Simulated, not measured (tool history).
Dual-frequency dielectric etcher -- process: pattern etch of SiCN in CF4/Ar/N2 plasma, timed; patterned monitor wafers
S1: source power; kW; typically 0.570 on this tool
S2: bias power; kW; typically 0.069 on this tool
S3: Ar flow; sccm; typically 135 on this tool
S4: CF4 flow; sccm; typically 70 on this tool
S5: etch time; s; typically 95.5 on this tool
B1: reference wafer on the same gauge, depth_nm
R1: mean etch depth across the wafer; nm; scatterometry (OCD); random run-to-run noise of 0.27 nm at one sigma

run	hour	S1	S2	S3	S4	S5	B1	R1
1	0.0	0.570	0.069	135	70	95.5	78.0	85.4
2	107.7	0.570	0.069	135	70	95.5	78.0	86.0
3	163.4	0.570	0.069	135	70	95.5	78.1	85.5
4	243.0	0.570	0.069	135	70	95.5	78.0	85.1
# hour 312.8: CF4 flow controller replaced
5	318.2	0.570	0.069	135	70	95.5	78.0	84.9
# hour 328.9: Ar flow controller replaced
# hour 395.4: wet clean of the chamber
# hour 407.1: upper electrode replaced
6	407.6	0.570	0.069	135	70	95.5	78.1	85.4
# hour 428.8: source power generator calibrated
7	445.3	0.570	0.069	135	83	95.5	78.0	90.9
8	552.0	0.570	0.069	119	70	95.5	78.0	91.1
# hour 582.8: bias power generator calibrated
9	615.4	0.570	0.064	111	70	95.5	77.9	89.1
10	689.2	0.700	0.076	135	70	95.5	78.0	109.8
# hour 698.5: gauge calibrated
11	730.3	0.570	0.062	135	70	95.5	78.0	83.3
12	796.9	0.570	0.069	135	70	95.5	78.0	87.1
# hour 868.3: wet clean of the chamber
13	884.4	0.570	0.069	135	70	95.5	78.0	86.2
14	990.9	0.440	0.069	135	70	111.0	78.0	80.8

Here are 3 independent what-if runs from the current tool condition. What would each one return?
A	991.3	0.570	0.073	135	70	95.5	?	?
B	991.3	0.700	0.069	135	70	111.0	?	?
C	991.3	0.700	0.069	135	70	71.5	?	?

run	B1	R1
A	78.0	88.7
B	78.0	120.1
C	78.0	77.3
Without the tool's unlogged condition, the same runs would have read:
run	R1
A	90.9
B	123.1
C	79.3

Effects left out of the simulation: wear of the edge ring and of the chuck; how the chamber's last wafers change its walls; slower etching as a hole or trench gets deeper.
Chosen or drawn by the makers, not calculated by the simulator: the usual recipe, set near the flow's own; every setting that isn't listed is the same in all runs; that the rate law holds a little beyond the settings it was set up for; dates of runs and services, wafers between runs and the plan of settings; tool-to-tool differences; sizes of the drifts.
